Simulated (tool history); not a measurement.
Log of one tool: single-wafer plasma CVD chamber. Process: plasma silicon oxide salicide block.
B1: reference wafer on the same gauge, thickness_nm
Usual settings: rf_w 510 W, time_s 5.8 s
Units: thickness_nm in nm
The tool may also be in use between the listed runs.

Run 1, hour 0: usual settings but rf_w 540 W; B1 60.983. Result: thickness_nm 50.703 nm.
Run 2, hour 19.1: usual settings but time_s 5.48 s; B1 61.02. Result: thickness_nm 46.824 nm.
Run 3, hour 46: usual settings but time_s 5.23 s; B1 61.04. Result: thickness_nm 44.678 nm.
Run 4, hour 67.1: usual settings; B1 61.005. Result: thickness_nm 49.743 nm.
Run 5, hour 80.9: usual settings but rf_w 475 W; B1 61.014. Result: thickness_nm 48.733 nm.
Run 6, hour 111.6: usual settings but rf_w 475 W; B1 61. Result: thickness_nm 48.575 nm.
At hour 130.4: RF generator calibrated.
Run 7, hour 140.4: usual settings but rf_w 475 W; B1 60.995. Result: thickness_nm 50.066 nm.
Run 8, hour 157.6: usual settings but time_s 5.52 s; B1 60.978. Result: thickness_nm 48.711 nm.
Run 9, hour 173.8: usual settings but rf_w 540 W; B1 61.042. Result: thickness_nm 51.909 nm.
At hour 191.9: showerhead replaced, of another model than before.
Run 10, hour 207.1: usual settings but rf_w 585 W, time_s 6.26 s; B1 60.952. Result: thickness_nm 56.676 nm.
At hour 241.7: gauge calibrated.
Run 11, hour 242.7: usual settings but rf_w 435 W, time_s 6.09 s; B1 60.998. Result: thickness_nm 52.193 nm.
Run 12, hour 261.1: usual settings but rf_w 420 W, time_s 6.75 s; B1 61.02. Result: thickness_nm 57.621 nm.
Run 13, hour 286.4: usual settings; B1 61.033. Result: thickness_nm 50.938 nm.
Run 14, hour 312.1: usual settings but rf_w 415 W, time_s 4.93 s; B1 60.996. Result: thickness_nm 41.984 nm.
Run 15, hour 340.9: usual settings but rf_w 425 W, time_s 5.36 s; B1 60.999. Result: thickness_nm 45.828 nm.
Run 16, hour 364.5: usual settings but rf_w 415 W, time_s 5.04 s; B1 60.986. Result: thickness_nm 42.985 nm.

3 ways to go on from here, each from the tool as it stands after run 16. What would each give?
Run A, hour 364.9: usual settings but time_s 6.48 s; B1 ?. Result: thickness_nm ?.
Run B, hour 364.9: usual settings but rf_w 480 W, time_s 6.78 s; B1 ?. Result: thickness_nm ?.
Run C, hour 364.9: usual settings but rf_w 545 W, time_s 6.25 s; B1 ?. Result: thickness_nm ?.

run      B1  thickness_nm
  A  61.012        56.908
  B  61.012         58.95
  C  61.012        55.511
Without the tool's hidden state the same runs would have given:
run  thickness_nm
  A        57.223
  B        59.276
  C        55.818
